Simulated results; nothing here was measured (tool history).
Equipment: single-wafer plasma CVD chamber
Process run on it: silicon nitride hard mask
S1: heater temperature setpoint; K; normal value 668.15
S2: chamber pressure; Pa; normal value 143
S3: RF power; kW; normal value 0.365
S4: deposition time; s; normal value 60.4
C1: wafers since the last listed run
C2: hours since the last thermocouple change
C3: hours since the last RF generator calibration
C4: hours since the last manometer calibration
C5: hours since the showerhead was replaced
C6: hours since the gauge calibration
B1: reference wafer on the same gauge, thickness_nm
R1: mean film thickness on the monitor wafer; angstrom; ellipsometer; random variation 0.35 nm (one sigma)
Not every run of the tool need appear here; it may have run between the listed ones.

Run 1, hour 0.0: usual settings; C1 0; C2 147.6; C3 1702.8; C4 2221.8; C5 5567.9; C6 426.8; B1 58.656. Result: R1 618.36 angstrom.
Run 2, hour 32.3: usual settings but S1 672.15 K, S4 69.5 s; C1 506; C2 179.9; C3 1735.1; C4 2254.1; C5 5600.2; C6 459.1; B1 58.654. Result: R1 715.78 angstrom.
Run 3, hour 94.3: usual settings; C1 973; C2 241.9; C3 1797.1; C4 2316.1; C5 5662.2; C6 521.1; B1 58.687. Result: R1 617.39 angstrom.
Run 4, hour 124.6: usual settings; C1 475; C2 272.2; C3 1827.4; C4 2346.4; C5 5692.5; C6 551.4; B1 58.655. Result: R1 619.19 angstrom.
Run 5, hour 153.0: usual settings; C1 445; C2 300.6; C3 1855.8; C4 2374.8; C5 5720.9; C6 579.8; B1 58.719. Result: R1 620.57 angstrom.
Run 6, hour 184.5: usual settings; C1 494; C2 332.1; C3 1887.3; C4 2406.3; C5 5752.4; C6 611.3; B1 58.679. Result: R1 614.47 angstrom.
Run 7, hour 253.7: usual settings; C1 1086; C2 401.3; C3 1956.5; C4 2475.5; C5 5821.6; C6 680.5; B1 58.578. Result: R1 617.91 angstrom.
Run 8, hour 309.4: usual settings; C1 874; C2 457.0; C3 2012.2; C4 2531.2; C5 5877.3; C6 736.2; B1 58.617. Result: R1 612.96 angstrom.
Run 9, hour 369.0: usual settings; C1 935; C2 516.6; C3 2071.8; C4 2590.8; C5 5936.9; C6 795.8; B1 58.708. Result: R1 612.91 angstrom.
Run 10, hour 395.4: usual settings; C1 414; C2 543.0; C3 2098.2; C4 2617.2; C5 5963.3; C6 822.2; B1 58.617. Result: R1 610.17 angstrom.
Run 11, hour 442.2: usual settings but S3 0.320 kW; C1 734; C2 589.8; C3 2145.0; C4 2664.0; C5 6010.1; C6 869.0; B1 58.592. Result: R1 539.70 angstrom.
Run 12, hour 487.6: usual settings but S3 0.320 kW; C1 712; C2 635.2; C3 2190.4; C4 2709.4; C5 6055.5; C6 914.4; B1 58.592. Result: R1 538.91 angstrom.
Run 13, hour 537.8: usual settings but S3 0.320 kW; C1 787; C2 685.4; C3 2240.6; C4 2759.6; C5 6105.7; C6 964.6; B1 58.566. Result: R1 534.63 angstrom.
At hour 554.0: showerhead replaced.
Run 14, hour 567.6: usual settings but S1 655.15 K, S3 0.420 kW, S4 48.6 s; C1 342; C2 715.2; C3 2270.4; C4 2789.4; C5 13.6; C6 994.4; B1 58.566. Result: R1 556.41 angstrom.
At hour 585.8: capacitance manometer re-zeroed and calibrated.
At hour 608.7: RF generator calibrated.
Run 15, hour 661.6: usual settings but S4 53.7 s; C1 1224; C2 809.2; C3 52.9; C4 75.8; C5 107.6; C6 1088.4; B1 58.642. Result: R1 590.21 angstrom.
Run 16, hour 732.4: usual settings; C1 1111; C2 880.0; C3 123.7; C4 146.6; C5 178.4; C6 1159.2; B1 58.607. Result: R1 660.74 angstrom.
Run 17, hour 757.1: usual settings but S3 0.300 kW, S4 66.7 s; C1 387; C2 904.7; C3 148.4; C4 171.3; C5 203.1; C6 1183.9; B1 58.593. Result: R1 601.30 angstrom.
At hour 785.0: gauge calibrated.
Run 18, hour 797.5: usual settings but S1 658.15 K; C1 634; C2 945.1; C3 188.8; C4 211.7; C5 243.5; C6 12.5; B1 58.571. Result: R1 661.47 angstrom.
At hour 854.6: thermocouple changed; heater temperature recalibrated.
Run 19, hour 866.3: usual settings but S1 678.15 K, S3 0.385 kW, S4 71.9 s; C1 954; C2 11.7; C3 257.6; C4 280.5; C5 312.3; C6 81.3; B1 58.658. Result: R1 817.99 angstrom.
Run 20, hour 893.5: usual settings but S2 132 Pa, S4 49.3 s; C1 426; C2 38.9; C3 284.8; C4 307.7; C5 339.5; C6 108.5; B1 58.603. Result: R1 523.19 angstrom.
Run 21, hour 936.4: usual settings but S2 168 Pa, S3 0.310 kW; C1 673; C2 81.8; C3 327.7; C4 350.6; C5 382.4; C6 151.4; B1 58.621. Result: R1 592.94 angstrom.
Run 22, hour 1003.4: usual settings but S1 657.15 K; C1 1051; C2 148.8; C3 394.7; C4 417.6; C5 449.4; C6 218.4; B1 58.714. Result: R1 656.81 angstrom.
Run 23, hour 1029.9: usual settings; C1 415; C2 175.3; C3 421.2; C4 444.1; C5 475.9; C6 244.9; B1 58.607. Result: R1 657.25 angstrom.
Run 24, hour 1060.3: usual settings but S1 676.15 K; C1 477; C2 205.7; C3 451.6; C4 474.5; C5 506.3; C6 275.3; B1 58.648. Result: R1 655.68 angstrom.
Run 25, hour 1084.5: usual settings but S1 675.15 K, S2 116 Pa, S3 0.345 kW, S4 64.6 s; C1 379; C2 229.9; C3 475.8; C4 498.7; C5 530.5; C6 299.5; B1 58.606. Result: R1 603.83 angstrom.
Run 26, hour 1137.5: usual settings but S3 0.310 kW; C1 831; C2 282.9; C3 528.8; C4 551.7; C5 583.5; C6 352.5; B1 58.550. Result: R1 561.48 angstrom.

Give the tool's hidden conditions for every run:
wafer temperature above the value expected at the setpoint (K): 0 in every run
true pressure above the setpoint (%): 0 in every run
gauge reads high (%): 0 in every run
H1: delivered RF power above the setpoint (%)
run      H1
  1    -7.3
  2   -7.42
  3   -7.65
  4   -7.77
  5   -7.87
  6   -7.99
  7   -8.25
  8   -8.46
  9   -8.68
 10   -8.78
 11   -8.96
 12   -9.13
 13   -9.32
 14   -9.43
 15  -0.395
 16  -0.661
 17  -0.754
 18  -0.906
 19   -1.16
 20   -1.27
 21   -1.43
 22   -1.68
 23   -1.78
 24   -1.89
 25   -1.98
 26   -2.18
